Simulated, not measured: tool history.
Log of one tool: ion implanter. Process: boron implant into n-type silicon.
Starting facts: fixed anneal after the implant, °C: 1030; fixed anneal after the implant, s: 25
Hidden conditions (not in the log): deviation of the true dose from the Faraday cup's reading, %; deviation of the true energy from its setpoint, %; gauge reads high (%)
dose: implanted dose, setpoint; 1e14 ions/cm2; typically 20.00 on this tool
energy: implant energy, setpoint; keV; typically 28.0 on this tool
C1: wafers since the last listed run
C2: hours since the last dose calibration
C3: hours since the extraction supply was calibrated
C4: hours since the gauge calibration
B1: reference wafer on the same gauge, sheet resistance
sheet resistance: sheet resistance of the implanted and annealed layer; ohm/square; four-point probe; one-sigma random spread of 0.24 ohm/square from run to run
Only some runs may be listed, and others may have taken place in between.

Run 1, hour 0.0: usual settings; C1 0; C2 353.1; C3 4656.0; C4 1004.3; B1 77.73. Result: sheet resistance 68.49 ohm/square.
Run 2, hour 38.4: usual settings; C1 592; C2 391.5; C3 4694.4; C4 1042.7; B1 77.61. Result: sheet resistance 68.51 ohm/square.
Run 3, hour 112.8: usual settings; C1 1147; C2 465.9; C3 4768.8; C4 1117.1; B1 77.68. Result: sheet resistance 68.12 ohm/square.
Run 4, hour 206.4: usual settings; C1 1443; C2 559.5; C3 4862.4; C4 1210.7; B1 77.65. Result: sheet resistance 67.96 ohm/square.
At hour 254.0: Faraday cup replaced and dose calibrated.
Run 5, hour 290.8: usual settings; C1 1178; C2 36.8; C3 4946.8; C4 1295.1; B1 77.76. Result: sheet resistance 68.79 ohm/square.
Run 6, hour 339.3: usual settings but energy 35.5 keV; C1 747; C2 85.3; C3 4995.3; C4 1343.6; B1 77.74. Result: sheet resistance 67.37 ohm/square.
Run 7, hour 409.2: usual settings but energy 35.5 keV; C1 1078; C2 155.2; C3 5065.2; C4 1413.5; B1 77.69. Result: sheet resistance 66.63 ohm/square.
Run 8, hour 480.9: usual settings but energy 35.5 keV; C1 1105; C2 226.9; C3 5136.9; C4 1485.2; B1 77.78. Result: sheet resistance 67.01 ohm/square.
Run 9, hour 522.5: usual settings but dose 22.45 1e14 ions/cm2; C1 641; C2 268.5; C3 5178.5; C4 1526.8; B1 77.68. Result: sheet resistance 63.20 ohm/square.
Run 10, hour 569.7: usual settings but dose 22.45 1e14 ions/cm2; C1 727; C2 315.7; C3 5225.7; C4 1574.0; B1 77.68. Result: sheet resistance 63.39 ohm/square.
At hour 598.6: gauge calibrated.
Run 11, hour 668.5: usual settings but dose 14.24 1e14 ions/cm2, energy 36.5 keV; C1 1523; C2 414.5; C3 5324.5; C4 69.9; B1 77.80. Result: sheet resistance 87.33 ohm/square.
Run 12, hour 726.8: usual settings but dose 15.64 1e14 ions/cm2, energy 24.0 keV; C1 899; C2 472.8; C3 5382.8; C4 128.2; B1 77.84. Result: sheet resistance 83.98 ohm/square.
At hour 827.8: Faraday cup replaced and dose calibrated.
Run 13, hour 834.3: usual settings but dose 21.79 1e14 ions/cm2, energy 24.0 keV; C1 1534; C2 6.5; C3 5490.3; C4 235.7; B1 77.61. Result: sheet resistance 66.96 ohm/square.
Run 14, hour 877.0: usual settings but dose 22.42 1e14 ions/cm2, energy 21.0 keV; C1 658; C2 49.2; C3 5533.0; C4 278.4; B1 77.73. Result: sheet resistance 67.93 ohm/square.

What does the tool deliver on the next run?
Run 15, hour 965.4: usual settings; C1 1363; C2 137.6; C3 5621.4; C4 366.8; B1 ?. Result: sheet resistance ?.

{"run 15": {"B1": 77.67, "sheet resistance": 69.08}}
With no hidden state in the tool, this same run would have given sheet resistance 69.41 ohm/square.
